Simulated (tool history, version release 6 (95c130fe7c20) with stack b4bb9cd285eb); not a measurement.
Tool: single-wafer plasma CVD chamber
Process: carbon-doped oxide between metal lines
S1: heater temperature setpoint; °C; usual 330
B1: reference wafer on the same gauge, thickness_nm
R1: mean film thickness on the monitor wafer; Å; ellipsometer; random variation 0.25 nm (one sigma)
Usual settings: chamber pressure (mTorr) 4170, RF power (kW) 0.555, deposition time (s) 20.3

Run 1, hour 0.0: usual settings but S1 338 °C; B1 100.999. Result: R1 943.98 Å.
Run 2, hour 6.7: usual settings; B1 100.956. Result: R1 973.66 Å.
Run 3, hour 14.5: usual settings; B1 100.991. Result: R1 969.32 Å.
Run 4, hour 30.4: usual settings; B1 100.967. Result: R1 972.97 Å.
Run 5, hour 42.1: usual settings; B1 101.000. Result: R1 971.50 Å.
Run 6, hour 57.2: usual settings but S1 341 °C; B1 101.049. Result: R1 927.24 Å.
At hour 72.1: RF generator calibrated.
Run 7, hour 75.0: usual settings; B1 101.019. Result: R1 1001.68 Å.
Run 8, hour 82.5: usual settings; B1 100.939. Result: R1 1000.98 Å.
Run 9, hour 88.6: usual settings; B1 101.133. Result: R1 1000.15 Å.
Run 10, hour 106.3: usual settings but S1 322 °C, deposition time (s) 19.0; B1 100.935. Result: R1 967.90 Å.
Run 11, hour 113.5: usual settings but deposition time (s) 21.8; B1 100.988. Result: R1 1071.68 Å.
Run 12, hour 122.5: usual settings but S1 319 °C; B1 100.988. Result: R1 1046.85 Å.
Run 13, hour 136.6: usual settings but RF power (kW) 0.625; B1 100.983. Result: R1 1044.67 Å.
Run 14, hour 149.5: usual settings but RF power (kW) 0.525; B1 101.008. Result: R1 975.57 Å.
Run 15, hour 156.8: usual settings but chamber pressure (mTorr) 4610, RF power (kW) 0.505; B1 101.098. Result: R1 982.75 Å.
Run 16, hour 170.0: usual settings but chamber pressure (mTorr) 5040, RF power (kW) 0.655; B1 101.012. Result: R1 1108.45 Å.
Run 17, hour 184.5: usual settings; B1 101.028. Result: R1 993.25 Å.
Run 18, hour 197.6: usual settings but S1 334 °C; B1 100.898. Result: R1 973.59 Å.
At hour 216.6: gauge calibrated.
At hour 223.0: thermocouple changed; heater temperature recalibrated.
At hour 225.9: showerhead replaced.
At hour 233.2: capacitance manometer re-zeroed and calibrated.
Run 19, hour 249.4: usual settings but S1 322 °C, chamber pressure (mTorr) 3840, RF power (kW) 0.485, deposition time (s) 17.9; B1 101.033. Result: R1 844.24 Å.
Run 20, hour 266.9: usual settings but S1 318 °C, deposition time (s) 24.0; B1 101.090. Result: R1 1227.99 Å.
Run 21, hour 282.9: usual settings but S1 335 °C, chamber pressure (mTorr) 5070, RF power (kW) 0.595, deposition time (s) 18.2; B1 101.039. Result: R1 934.75 Å.
Run 22, hour 297.7: usual settings but S1 338 °C; B1 100.962. Result: R1 956.72 Å.
Run 23, hour 314.4: usual settings but RF power (kW) 0.510, deposition time (s) 17.3; B1 101.050. Result: R1 815.05 Å.
Run 24, hour 332.1: usual settings but deposition time (s) 24.1; B1 101.015. Result: R1 1166.08 Å.
Run 25, hour 349.1: usual settings but RF power (kW) 0.490, deposition time (s) 16.6; B1 101.000. Result: R1 770.37 Å.
Run 26, hour 355.4: usual settings; B1 101.044. Result: R1 985.47 Å.
Run 27, hour 371.9: usual settings but S1 339 °C, chamber pressure (mTorr) 4660, RF power (kW) 0.525, deposition time (s) 19.1; B1 100.912. Result: R1 897.74 Å.

5 ways to go on from here, each from the tool as it stands after run 27. What would each give?
Run A, hour 372.3: usual settings but deposition time (s) 23.5; B1 ?. Result: R1 ?.
Run B, hour 372.3: usual settings but chamber pressure (mTorr) 4840, deposition time (s) 18.1; B1 ?. Result: R1 ?.
Run C, hour 372.3: usual settings but S1 316 °C, deposition time (s) 23.1; B1 ?. Result: R1 ?.
Run D, hour 372.3: usual settings but chamber pressure (mTorr) 4590, RF power (kW) 0.615; B1 ?. Result: R1 ?.
Run E, hour 372.3: usual settings but chamber pressure (mTorr) 3690, deposition time (s) 24.3; B1 ?. Result: R1 ?.

run       B1       R1
  A  101.078  1139.31
  B  101.078   911.28
  C  101.078  1191.03
  D  101.078  1051.31
  E  101.078  1147.74
Without the tool's hidden state the same runs would have given:
run       R1
  A  1161.35
  B   928.92
  C  1214.07
  D  1071.26
  E  1169.95
